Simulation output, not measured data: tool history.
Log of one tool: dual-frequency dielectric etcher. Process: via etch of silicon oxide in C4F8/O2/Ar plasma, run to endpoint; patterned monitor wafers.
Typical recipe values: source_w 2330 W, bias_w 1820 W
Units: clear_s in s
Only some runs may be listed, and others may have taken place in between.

run	hour	source_w	bias_w	incoming incoming film thickness, nm	clear_s
1	0.0	2330	1820	1017.1	214.4
2	7.6	2330	1820	1019.8	214.0
3	25.0	2330	1820	1019.4	214.2
4	39.0	2330	1820	1005.6	211.7
5	49.8	2330	1820	1010.3	212.4
6	102.8	2190	1820	1023.3	221.0
7	112.7	2190	1820	1016.5	215.7
8	128.3	2330	1820	1016.5	211.6
9	141.1	2330	1820	1009.1	210.2
10	155.4	2330	1820	1015.6	210.3
# hour 187.8: wet clean of the chamber
11	188.3	1870	1820	1005.0	234.7
12	188.7	1870	1820	1005.4	236.3
13	233.4	1870	1820	1000.0	234.3
14	246.7	2330	1820	1017.3	218.9
15	255.6	1770	1475	1007.9	251.5
16	268.9	2500	1820	1020.1	213.9
# hour 279.8: bias power generator calibrated
17	285.9	1850	2147	1007.2	222.5
18	296.0	2330	1820	1012.1	218.3
19	312.0	2140	1435	1016.3	237.2
# hour 339.3: source power generator calibrated
# hour 344.5: upper electrode replaced
20	345.0	2330	1820	1011.4	215.4
21	345.4	2030	2253	1017.5	215.7
22	348.2	2330	1820	1017.5	218.6
23	358.7	2700	1589	1013.6	213.4
24	370.9	1770	1475	1029.0	250.6
25	382.4	2000	1596	1013.7	233.8
26	400.0	2330	1820	1012.5	215.7
27	407.3	1770	1475	1011.2	247.4
28	423.4	2180	1397	1015.8	233.2
29	438.2	2090	1533	1012.7	231.6

4 options for the next run, each taken on its own from the tool as it stands now. Forecast them:
A	438.7	2330	1820	1020.3	?
B	438.7	2510	1820	1020.3	?
C	438.7	2090	1820	1020.3	?
D	438.7	2080	2094	1020.3	?

run	clear_s
A	217.7
B	212.3
C	225.9
D	218.7
Without the tool's hidden state the same runs would have given:
run	clear_s
A	223.6
B	218.0
C	231.9
D	224.6

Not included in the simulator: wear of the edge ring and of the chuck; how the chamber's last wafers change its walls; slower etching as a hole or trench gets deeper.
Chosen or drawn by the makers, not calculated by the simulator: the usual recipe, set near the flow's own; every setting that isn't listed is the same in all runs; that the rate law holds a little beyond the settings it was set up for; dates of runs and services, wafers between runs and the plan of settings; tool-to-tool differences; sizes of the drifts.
